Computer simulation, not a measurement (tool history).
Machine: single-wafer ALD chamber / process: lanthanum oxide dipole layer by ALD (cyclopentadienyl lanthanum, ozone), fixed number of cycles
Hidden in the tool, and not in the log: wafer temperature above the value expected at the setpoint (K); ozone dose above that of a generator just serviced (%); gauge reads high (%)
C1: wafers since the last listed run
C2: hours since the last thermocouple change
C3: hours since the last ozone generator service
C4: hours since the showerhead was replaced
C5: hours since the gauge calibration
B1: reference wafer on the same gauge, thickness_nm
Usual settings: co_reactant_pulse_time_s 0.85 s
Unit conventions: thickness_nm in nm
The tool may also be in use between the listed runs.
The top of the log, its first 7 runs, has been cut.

{"hour": 127.4, "done": "thermocouple changed; heater temperature recalibrated"}
{"run": 8, "hour": 127.9, "co_reactant_pulse_time_s": 0.85, "C1": 69, "C2": 0.5, "C3": 721.0, "C4": 3677.3, "C5": 234.1, "B1": 0.46, "thickness_nm": 0.41}
{"run": 9, "hour": 137.3, "co_reactant_pulse_time_s": 0.85, "C1": 122, "C2": 9.9, "C3": 730.4, "C4": 3686.7, "C5": 243.5, "B1": 0.461, "thickness_nm": 0.41}
{"run": 10, "hour": 150.2, "co_reactant_pulse_time_s": 0.85, "C1": 168, "C2": 22.8, "C3": 743.3, "C4": 3699.6, "C5": 256.4, "B1": 0.46, "thickness_nm": 0.411}
{"hour": 152.3, "done": "gauge calibrated"}
{"run": 11, "hour": 161.1, "co_reactant_pulse_time_s": 0.85, "C1": 142, "C2": 33.7, "C3": 754.2, "C4": 3710.5, "C5": 8.8, "B1": 0.46, "thickness_nm": 0.409}
{"run": 12, "hour": 172.9, "co_reactant_pulse_time_s": 1.07, "C1": 154, "C2": 45.5, "C3": 766.0, "C4": 3722.3, "C5": 20.6, "B1": 0.46, "thickness_nm": 0.447}
{"run": 13, "hour": 183.4, "co_reactant_pulse_time_s": 1.07, "C1": 137, "C2": 56.0, "C3": 776.5, "C4": 3732.8, "C5": 31.1, "B1": 0.46, "thickness_nm": 0.444}
{"run": 14, "hour": 189.7, "co_reactant_pulse_time_s": 0.64, "C1": 82, "C2": 62.3, "C3": 782.8, "C4": 3739.1, "C5": 37.4, "B1": 0.46, "thickness_nm": 0.353}
{"hour": 200.8, "done": "showerhead replaced"}
{"run": 15, "hour": 201.3, "co_reactant_pulse_time_s": 0.85, "C1": 47, "C2": 73.9, "C3": 794.4, "C4": 0.5, "C5": 49.0, "B1": 0.46, "thickness_nm": 0.409}
{"run": 16, "hour": 216.3, "co_reactant_pulse_time_s": 0.69, "C1": 196, "C2": 88.9, "C3": 809.4, "C4": 15.5, "C5": 64.0, "B1": 0.46, "thickness_nm": 0.369}
{"hour": 230.1, "done": "ozone generator serviced"}
{"run": 17, "hour": 230.6, "co_reactant_pulse_time_s": 0.85, "C1": 82, "C2": 103.2, "C3": 0.5, "C4": 29.8, "C5": 78.3, "B1": 0.46, "thickness_nm": 0.409}
{"run": 18, "hour": 235.3, "co_reactant_pulse_time_s": 1.07, "C1": 61, "C2": 107.9, "C3": 5.2, "C4": 34.5, "C5": 83.0, "B1": 0.459, "thickness_nm": 0.444}
{"run": 19, "hour": 241.4, "co_reactant_pulse_time_s": 1.15, "C1": 79, "C2": 114.0, "C3": 11.3, "C4": 40.6, "C5": 89.1, "B1": 0.46, "thickness_nm": 0.455}
{"run": 20, "hour": 257.3, "co_reactant_pulse_time_s": 0.68, "C1": 207, "C2": 129.9, "C3": 27.2, "C4": 56.5, "C5": 105.0, "B1": 0.46, "thickness_nm": 0.366}
{"run": 21, "hour": 265.2, "co_reactant_pulse_time_s": 1.14, "C1": 103, "C2": 137.8, "C3": 35.1, "C4": 64.4, "C5": 112.9, "B1": 0.46, "thickness_nm": 0.454}
{"run": 22, "hour": 282.3, "co_reactant_pulse_time_s": 0.85, "C1": 223, "C2": 154.9, "C3": 52.2, "C4": 81.5, "C5": 130.0, "B1": 0.46, "thickness_nm": 0.41}

What will run 23 give?
{"run": 23, "hour": 293.2, "co_reactant_pulse_time_s": 0.57, "C1": 142, "C2": 165.8, "C3": 63.1, "C4": 92.4, "C5": 140.9, "B1": "?", "thickness_nm": "?"}

Run 23 produced B1 0.460, thickness_nm 0.327 nm.
Without the tool's hidden state the same run would have given thickness_nm 0.327 nm.

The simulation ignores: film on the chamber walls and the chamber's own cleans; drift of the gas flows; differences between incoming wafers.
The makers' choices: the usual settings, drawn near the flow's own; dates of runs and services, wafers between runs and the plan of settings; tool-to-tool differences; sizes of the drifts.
